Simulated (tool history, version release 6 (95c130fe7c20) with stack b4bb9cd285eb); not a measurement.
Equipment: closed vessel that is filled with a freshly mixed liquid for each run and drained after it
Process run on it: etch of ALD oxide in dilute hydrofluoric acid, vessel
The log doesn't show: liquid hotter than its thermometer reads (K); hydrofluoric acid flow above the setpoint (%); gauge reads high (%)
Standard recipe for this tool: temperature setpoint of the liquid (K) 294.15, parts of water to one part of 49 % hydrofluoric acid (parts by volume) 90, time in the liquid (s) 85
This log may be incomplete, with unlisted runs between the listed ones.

run     day  temperature setpoint of the liquid (K)  parts of water to one part of 49 % hydrofluoric acid (parts by volume)  time in the liquid (s)  wafers since the last listed run  hours since the thermometer was replaced  hours since the hydrofluoric acid flow meter was replaced  hours since the gauge calibration  read-back film thickness of the ALD oxide reference wafer, read on the same gauge (nm)  thickness taken off the ALD oxide on a monitor wafer (nm)
  1   0.000                                  294.15                                                                      90                      85                                 0                                    1035.4                                                     1337.5                             1206.0                                                                                   80.01                                                       9.28
  2   1.396                                  295.15                                                                      60                      85                              3012                                    1068.9                                                     1371.0                             1239.5                                                                                   79.96                                                      15.08
  3   3.942                                  295.15                                                                      60                      85                              5494                                    1130.0                                                     1432.1                             1300.6                                                                                   80.00                                                      15.10
  4   6.883                                  295.15                                                                      60                      85                              6348                                    1200.6                                                     1502.7                             1371.2                                                                                   79.97                                                      14.98
  5   8.929                                  294.15                                                                     125                      85                              4415                                    1249.7                                                     1551.8                             1420.3                                                                                   80.03                                                       6.45
  6  10.667                                  294.15                                                                      90                      85                              3749                                    1291.4                                                     1593.5                             1462.0                                                                                   79.99                                                       9.38
  7  12.000                                  294.15                                                                      90                      85                              2877                                    1323.4                                                     1625.5                             1494.0                                                                                   80.02                                                       9.36
  8  13.771                                  294.15                                                                      90                      85                              3821                                    1365.9                                                     1668.0                             1536.5                                                                                   79.98                                                       9.34
  9  17.021                                  294.15                                                                      80                     105                              7013                                    1443.9                                                     1746.0                             1614.5                                                                                   80.01                                                      13.19
 10  18.154                                  294.15                                                                      90                      85                              2445                                    1471.1                                                     1773.2                             1641.7                                                                                   80.03                                                       9.34
 11  19.538                                  295.15                                                                      90                      85                              2985                                    1504.3                                                     1806.4                             1674.9                                                                                   80.00                                                       9.82
 12  20.612                                  295.15                                                                      90                      85                              2319                                    1530.1                                                     1832.2                             1700.7                                                                                   80.01                                                       9.81
 13  22.979                                  295.15                                                                      90                      85                              5107                                    1586.9                                                     1889.0                             1757.5                                                                                   79.97                                                       9.86
 14  24.767                                  298.65                                                                      65                     115                              3857                                    1629.8                                                     1931.9                             1800.4                                                                                   79.98                                                      21.76
     25.246  -- hydrofluoric acid flow meter replaced
 15  25.996                                  294.15                                                                     105                      85                              2562                                    1659.3                                                       18.0                             1829.9                                                                                   79.95                                                       7.62
 16  28.571                                  294.15                                                                     120                     130                              5557                                    1721.1                                                       79.8                             1891.7                                                                                   80.01                                                      10.02
 17  29.817                                  294.15                                                                     130                      85                              2688                                    1751.0                                                      109.7                             1921.6                                                                                   79.99                                                       6.00
 18  32.346                                  294.15                                                                     100                     105                              5458                                    1811.7                                                      170.4                             1982.3                                                                                   80.01                                                       9.91
     32.671  -- thermometer replaced
 19  34.458                                  298.15                                                                      75                      85                              4469                                      42.9                                                      221.1                             2033.0                                                                                   79.99                                                      13.01
     35.654  -- gauge calibrated
 20  36.096                                  294.15                                                                      90                      85                              3533                                      82.2                                                      260.4                               10.6                                                                                   80.02                                                       8.99
 21  37.892                                  294.15                                                                     120                     130                              3875                                     125.3                                                      303.5                               53.7                                                                                   80.03                                                      10.09
 22  43.354                                  294.15                                                                      90                      85                             11788                                     256.4                                                      434.6                              184.8                                                                                   79.95                                                       9.05
 23  44.596                                  291.65                                                                      45                      85                              2679                                     286.2                                                      464.4                              214.6                                                                                   79.99                                                      17.28
 24  45.704                                  294.15                                                                     125                      35                              2391                                     312.8                                                      491.0                              241.2                                                                                   79.99                                                       2.59
 25  47.075                                  294.15                                                                      90                      60                              2958                                     345.7                                                      523.9                              274.1                                                                                   80.01                                                       6.45
 26  48.617                                  294.15                                                                     130                      85                              3327                                     382.7                                                      560.9                              311.1                                                                                   80.00                                                       5.98
 27  49.925                                  294.15                                                                      65                      35                              2823                                     414.1                                                      592.3                              342.5                                                                                   80.00                                                       5.35
 28  51.138                                  290.15                                                                      75                      60                              2616                                     443.2                                                      621.4                              371.6                                                                                   80.00                                                       6.66
 29  52.875                                  296.65                                                                      90                      85                              3749                                     484.9                                                      663.1                              413.3                                                                                   80.00                                                      10.15
 30  54.950                                  294.15                                                                      90                     115                              4478                                     534.7                                                      712.9                              463.1                                                                                   79.99                                                      12.40
 31  57.146                                  294.15                                                                     120                      85                              4738                                     587.4                                                      765.6                              515.8                                                                                   79.97                                                       6.67
 32  59.521                                  290.15                                                                      90                     115                              5125                                     644.4                                                      822.6                              572.8                                                                                   79.97                                                      10.48
 33  60.729                                  294.15                                                                      80                      85                              2607                                     673.4                                                      851.6                              601.8                                                                                   80.02                                                      10.40
 34  62.567                                  291.65                                                                     120                      85                              3965                                     717.5                                                      895.7                              645.9                                                                                   79.93                                                       6.03
 35  64.029                                  297.15                                                                      90                      45                              3156                                     752.6                                                      930.8                              681.0                                                                                   80.01                                                       5.50

3 ways to go on from here, each from the tool as it stands after run 35. What would each give?
  A  64.058                                  290.15                                                                      90                      85                                62                                     753.3                                                      931.5                              681.7                                                                                       ?                                                          ?
  B  64.058                                  292.65                                                                     120                      55                                62                                     753.3                                                      931.5                              681.7                                                                                       ?                                                          ?
  C  64.058                                  291.65                                                                      55                     130                                62                                     753.3                                                      931.5                              681.7                                                                                       ?                                                          ?

run  read-back film thickness of the ALD oxide reference wafer, read on the same gauge (nm)  thickness taken off the ALD oxide on a monitor wafer (nm)
  A                                                                                   80.02                                                       7.77
  B                                                                                   80.02                                                       4.06
  C                                                                                   80.02                                                      21.54
Had the tool no hidden state, the same runs would have come out as:
run  thickness taken off the ALD oxide on a monitor wafer (nm)
  A                                                       7.55
  B                                                       3.94
  C                                                      20.94

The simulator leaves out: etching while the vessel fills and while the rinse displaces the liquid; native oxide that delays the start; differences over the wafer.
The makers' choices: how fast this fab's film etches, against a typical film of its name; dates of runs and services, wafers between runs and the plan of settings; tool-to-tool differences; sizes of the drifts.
